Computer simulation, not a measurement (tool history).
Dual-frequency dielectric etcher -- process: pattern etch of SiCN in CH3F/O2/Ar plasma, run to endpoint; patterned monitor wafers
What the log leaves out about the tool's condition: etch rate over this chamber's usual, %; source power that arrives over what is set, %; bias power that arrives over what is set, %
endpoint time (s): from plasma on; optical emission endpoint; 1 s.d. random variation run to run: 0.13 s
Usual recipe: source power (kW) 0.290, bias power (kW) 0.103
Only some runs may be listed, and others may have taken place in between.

run,day,source power (kW),bias power (kW),wafers since the last listed run,hours since the last wet clean,hours since the last source power generator calibration,hours since the last bias power generator calibration,hours since the last upper electrode change,"incoming incoming film thickness, nm",endpoint time (s)
1,0.000,0.290,0.103,0,69.3,3303.9,3620.8,4592.6,10.54,25.7
2,0.583,0.290,0.103,167,83.3,3317.9,3634.8,4606.6,10.49,25.8
3,1.954,0.290,0.103,394,116.2,3350.8,3667.7,4639.5,10.37,25.4
4,3.300,0.290,0.103,386,148.5,3383.1,3700.0,4671.8,10.47,25.7
5,4.321,0.290,0.103,293,173.0,3407.6,3724.5,4696.3,10.37,25.3
6,5.029,0.290,0.103,203,190.0,3424.6,3741.5,4713.3,10.54,25.7
7,6.208,0.270,0.103,338,218.3,3452.9,3769.8,4741.6,10.57,26.6
8,7.058,0.270,0.103,244,238.7,3473.3,3790.2,4762.0,10.35,26.1
9,8.188,0.290,0.103,324,265.8,3500.4,3817.3,4789.1,10.43,25.6
10,9.004,0.290,0.103,234,285.4,3520.0,3836.9,4808.7,10.40,25.4
11,10.350,0.290,0.103,386,317.7,3552.3,3869.2,4841.0,10.44,25.6
12,11.471,0.290,0.103,322,344.6,3579.2,3896.1,4867.9,10.51,25.6
# day 13.321: wet clean of the chamber
13,13.342,0.290,0.118,250,0.5,3624.1,3941.0,4912.8,10.44,24.0
14,13.404,0.290,0.103,17,2.0,3625.6,3942.5,4914.3,10.52,25.5
15,14.250,0.290,0.103,243,22.3,3645.9,3962.8,4934.6,10.52,25.7
# day 15.279: bias power generator calibrated
16,15.729,0.290,0.103,377,57.8,3681.4,10.8,4970.1,10.57,25.7
# day 16.962: source power generator calibrated
17,19.621,0.290,0.103,1070,151.2,63.8,104.2,5063.5,10.53,25.6
18,21.033,0.310,0.121,406,185.1,97.7,138.1,5097.4,10.52,23.1
19,21.725,0.240,0.119,198,201.7,114.3,154.7,5114.0,10.56,25.8
# day 23.542: upper electrode replaced
20,23.562,0.320,0.122,240,245.8,158.4,198.8,0.5,10.53,22.7
21,23.675,0.290,0.103,32,248.5,161.1,201.5,3.2,10.47,25.4
22,24.721,0.290,0.087,300,273.6,186.2,226.6,28.3,10.51,28.2
23,26.096,0.290,0.103,395,306.6,219.2,259.6,61.3,10.49,25.8
24,26.788,0.290,0.094,198,323.2,235.8,276.2,77.9,10.40,26.5
25,27.767,0.290,0.103,281,346.7,259.3,299.7,101.4,10.46,25.6
26,28.962,0.320,0.112,343,375.4,288.0,328.4,130.1,10.37,23.6
27,29.617,0.290,0.103,188,391.1,303.7,344.1,145.8,10.61,25.9
# day 31.092: wet clean of the chamber
28,31.112,0.310,0.118,142,0.5,339.6,380.0,181.7,10.45,23.3
29,31.854,0.360,0.094,213,18.3,357.4,397.8,199.5,10.62,25.1
30,32.704,0.320,0.082,244,38.7,377.8,418.2,219.9,10.56,28.0
31,33.633,0.290,0.086,267,61.0,400.1,440.5,242.2,10.51,28.2
32,34.846,0.290,0.103,348,90.1,429.2,469.6,271.3,10.42,25.4
33,35.588,0.290,0.103,213,107.9,447.0,487.4,289.1,10.32,25.0
34,36.625,0.290,0.103,298,132.8,471.9,512.3,314.0,10.38,25.5
35,37.954,0.310,0.103,382,164.7,503.8,544.2,345.9,10.61,25.1
36,38.721,0.290,0.093,220,183.1,522.2,562.6,364.3,10.37,26.7

Hidden state at the last listed run before each entry between runs and at the first one after, where it differs:
Run 12 -> run 13: wet clean of the chamber (day 13.321)
  nothing in the hidden state changes from one run to the other
Run 15 -> run 16: bias power generator calibrated (day 15.279)
  nothing in the hidden state changes from one run to the other
Run 16 -> run 17: source power generator calibrated (day 16.962)
  nothing in the hidden state changes from one run to the other
Run 19 -> run 20: upper electrode replaced (day 23.542)
  nothing in the hidden state changes from one run to the other
Run 27 -> run 28: wet clean of the chamber (day 31.092)
  nothing in the hidden state changes from one run to the other

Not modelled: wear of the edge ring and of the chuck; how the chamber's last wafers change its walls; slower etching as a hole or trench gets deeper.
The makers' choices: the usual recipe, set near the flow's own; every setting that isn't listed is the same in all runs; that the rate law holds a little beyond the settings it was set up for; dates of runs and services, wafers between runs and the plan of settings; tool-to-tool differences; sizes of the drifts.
